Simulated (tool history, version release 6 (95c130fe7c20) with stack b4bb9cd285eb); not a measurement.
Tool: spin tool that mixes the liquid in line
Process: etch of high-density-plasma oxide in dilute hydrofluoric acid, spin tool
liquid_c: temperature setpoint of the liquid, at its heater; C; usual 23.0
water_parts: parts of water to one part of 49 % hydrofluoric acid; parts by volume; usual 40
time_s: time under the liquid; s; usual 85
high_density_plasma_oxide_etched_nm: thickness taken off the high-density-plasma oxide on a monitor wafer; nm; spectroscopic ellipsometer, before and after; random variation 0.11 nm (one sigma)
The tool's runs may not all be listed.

run	hour	liquid_c	water_parts	time_s	wafers since the last listed run	hours since the thermometer was replaced	hours since the hydrofluoric acid flow meter was replaced	hours since the gauge calibration	read-back film thickness of the high-density-plasma oxide reference wafer, read on the same gauge (nm)	high_density_plasma_oxide_etched_nm
1	0.0	23.0	35	85	0	2039.2	796.6	823.1	69.99	16.68
2	133.8	23.0	35	85	1160	2173.0	930.4	956.9	69.99	16.59
3	194.6	23.0	40	85	527	2233.8	991.2	1017.7	70.01	14.47
4	263.7	23.0	40	85	599	2302.9	1060.3	1086.8	69.98	14.09
5	333.9	23.0	40	85	608	2373.1	1130.5	1157.0	69.99	14.36
6	403.4	23.0	40	85	602	2442.6	1200.0	1226.5	69.96	14.43
# hour 436.5: gauge calibrated
7	453.8	23.0	40	110	437	2493.0	1250.4	17.3	70.00	18.61
8	508.1	23.0	40	110	471	2547.3	1304.7	71.6	70.02	18.45
# hour 554.8: thermometer replaced
9	556.9	23.0	40	110	414	2.1	1353.5	120.4	70.00	18.58
# hour 570.6: hydrofluoric acid flow meter replaced
10	589.4	23.0	40	100	273	34.6	18.8	152.9	70.00	16.83
11	655.7	23.0	40	100	575	100.9	85.1	219.2	70.00	16.65
12	706.0	21.0	55	85	436	151.2	135.4	269.5	70.03	9.26
13	758.6	20.0	20	45	456	203.8	188.0	322.1	70.00	13.78
14	801.3	26.0	40	85	370	246.5	230.7	364.8	70.03	16.55
15	839.5	26.5	40	85	331	284.7	268.9	403.0	70.03	16.40
16	888.8	25.0	40	55	427	334.0	318.2	452.3	70.01	10.16
17	945.8	23.0	40	85	494	391.0	375.2	509.3	70.02	14.29
18	1106.6	23.0	40	85	1394	551.8	536.0	670.1	69.99	14.26
19	1133.5	28.0	30	105	233	578.7	562.9	697.0	70.00	29.43
20	1194.0	28.0	20	135	524	639.2	623.4	757.5	70.01	57.19
21	1218.3	23.0	40	85	210	663.5	647.7	781.8	69.99	14.16
22	1258.2	27.0	25	60	346	703.4	687.6	821.7	69.99	19.41
23	1284.2	23.0	40	85	225	729.4	713.6	847.7	70.01	14.45

Hidden state at the last listed run before each entry between runs and at the first one after, where it differs:
Between runs 6 and 7: gauge calibrated (hour 436.5)
  no hidden state differs between the two runs
Between runs 8 and 9: thermometer replaced (hour 554.8)
  no hidden state differs between the two runs
Between runs 9 and 10: hydrofluoric acid flow meter replaced (hour 570.6)
  no hidden state differs between the two runs
